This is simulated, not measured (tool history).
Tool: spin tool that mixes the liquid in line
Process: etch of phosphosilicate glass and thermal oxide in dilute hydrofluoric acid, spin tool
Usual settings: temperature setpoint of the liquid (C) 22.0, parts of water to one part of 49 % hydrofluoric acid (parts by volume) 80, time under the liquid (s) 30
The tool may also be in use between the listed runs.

| run | hour | temperature setpoint of the liquid (C) | parts of water to one part of 49 % hydrofluoric acid (parts by volume) | time under the liquid (s) | wafers since the last listed run | hours since the thermometer was replaced | hours since the hydrofluoric acid flow meter was replaced | hours since the gauge calibration | read-back film thickness of the phosphosilicate glass reference wafer, read on the same gauge (nm) | read-back film thickness of the thermal oxide reference wafer, read on the same gauge (nm) | thickness taken off the phosphosilicate glass on a monitor wafer (angstrom) | thickness taken off the thermal oxide on a monitor wafer (angstrom) |
|---|---|---|---|---|---|---|---|---|---|---|---|---|
| 1 | 0.0 | 22.0 | 80 | 30 | 0 | 1273.0 | 1164.4 | 831.0 | 119.99 | 140.025 | 648.3 | 17.63 |
|  | 53.9 | gauge calibrated |
| 2 | 71.9 | 22.0 | 80 | 30 | 955 | 1344.9 | 1236.3 | 18.0 | 120.05 | 139.975 | 644.6 | 17.51 |
| 3 | 175.0 | 22.0 | 80 | 30 | 1370 | 1448.0 | 1339.4 | 121.1 | 119.99 | 140.012 | 653.0 | 17.88 |
| 4 | 218.7 | 22.0 | 80 | 30 | 580 | 1491.7 | 1383.1 | 164.8 | 119.96 | 139.991 | 647.2 | 17.64 |
| 5 | 431.0 | 22.0 | 80 | 30 | 2821 | 1704.0 | 1595.4 | 377.1 | 120.00 | 139.986 | 655.9 | 17.52 |
| 6 | 525.6 | 22.0 | 80 | 30 | 1257 | 1798.6 | 1690.0 | 471.7 | 120.04 | 139.984 | 667.2 | 17.76 |
|  | 584.1 | thermometer replaced |
| 7 | 631.9 | 22.0 | 60 | 20 | 1399 | 47.8 | 1796.3 | 578.0 | 120.06 | 140.022 | 630.8 | 17.32 |
| 8 | 692.1 | 25.0 | 80 | 30 | 800 | 108.0 | 1856.5 | 638.2 | 120.02 | 139.982 | 782.9 | 21.18 |
| 9 | 753.9 | 25.0 | 80 | 30 | 821 | 169.8 | 1918.3 | 700.0 | 119.96 | 139.979 | 796.4 | 21.43 |
| 10 | 811.3 | 22.0 | 80 | 20 | 762 | 227.2 | 1975.7 | 757.4 | 120.02 | 140.004 | 470.7 | 12.98 |
|  | 822.8 | thermometer replaced, repeated, since the last time left the tool worse |
|  | 869.0 | gauge calibrated |
| 11 | 917.2 | 22.0 | 80 | 45 | 1394 | 94.4 | 2081.6 | 48.2 | 120.00 | 140.009 | 928.3 | 25.13 |
| 12 | 1005.2 | 22.0 | 80 | 15 | 1169 | 182.4 | 2169.6 | 136.2 | 120.03 | 139.997 | 310.9 | 8.61 |
| 13 | 1061.8 | 22.0 | 80 | 30 | 752 | 239.0 | 2226.2 | 192.8 | 120.02 | 139.996 | 628.3 | 16.61 |
| 14 | 1134.9 | 18.0 | 65 | 15 | 971 | 312.1 | 2299.3 | 265.9 | 120.04 | 139.992 | 331.4 | 9.01 |
|  | 1205.3 | hydrofluoric acid flow meter replaced |
| 15 | 1230.4 | 25.0 | 120 | 45 | 1255 | 407.6 | 25.1 | 361.4 | 120.05 | 140.005 | 670.5 | 18.15 |
| 16 | 1275.2 | 22.0 | 80 | 30 | 595 | 452.4 | 69.9 | 406.2 | 120.01 | 140.010 | 627.7 | 16.80 |
| 17 | 1349.7 | 20.0 | 115 | 25 | 990 | 526.9 | 144.4 | 480.7 | 120.00 | 140.025 | 327.2 | 8.91 |
| 18 | 1438.6 | 18.0 | 55 | 15 | 1181 | 615.8 | 233.3 | 569.6 | 120.04 | 139.980 | 404.9 | 11.11 |
| 19 | 1481.9 | 22.0 | 80 | 30 | 575 | 659.1 | 276.6 | 612.9 | 119.96 | 139.996 | 620.2 | 16.92 |
| 20 | 1527.4 | 26.5 | 55 | 20 | 604 | 704.6 | 322.1 | 658.4 | 120.03 | 140.019 | 756.6 | 20.28 |

What the log doesn't show, run by run:
hydrofluoric acid flow above the setpoint (%): 0 in every run
gauge reads high (%): 0 in every run
H1: liquid hotter than its thermometer reads (K)
| run | H1 |
|---|---|
| 1 | 1.1 |
| 2 | 1.16 |
| 3 | 1.24 |
| 4 | 1.28 |
| 5 | 1.45 |
| 6 | 1.53 |
| 7 | 3.09 |
| 8 | 3.14 |
| 9 | 3.2 |
| 10 | 3.24 |
| 11 | 0.0921 |
| 12 | 0.165 |
| 13 | 0.212 |
| 14 | 0.273 |
| 15 | 0.352 |
| 16 | 0.389 |
| 17 | 0.451 |
| 18 | 0.525 |
| 19 | 0.561 |
| 20 | 0.599 |
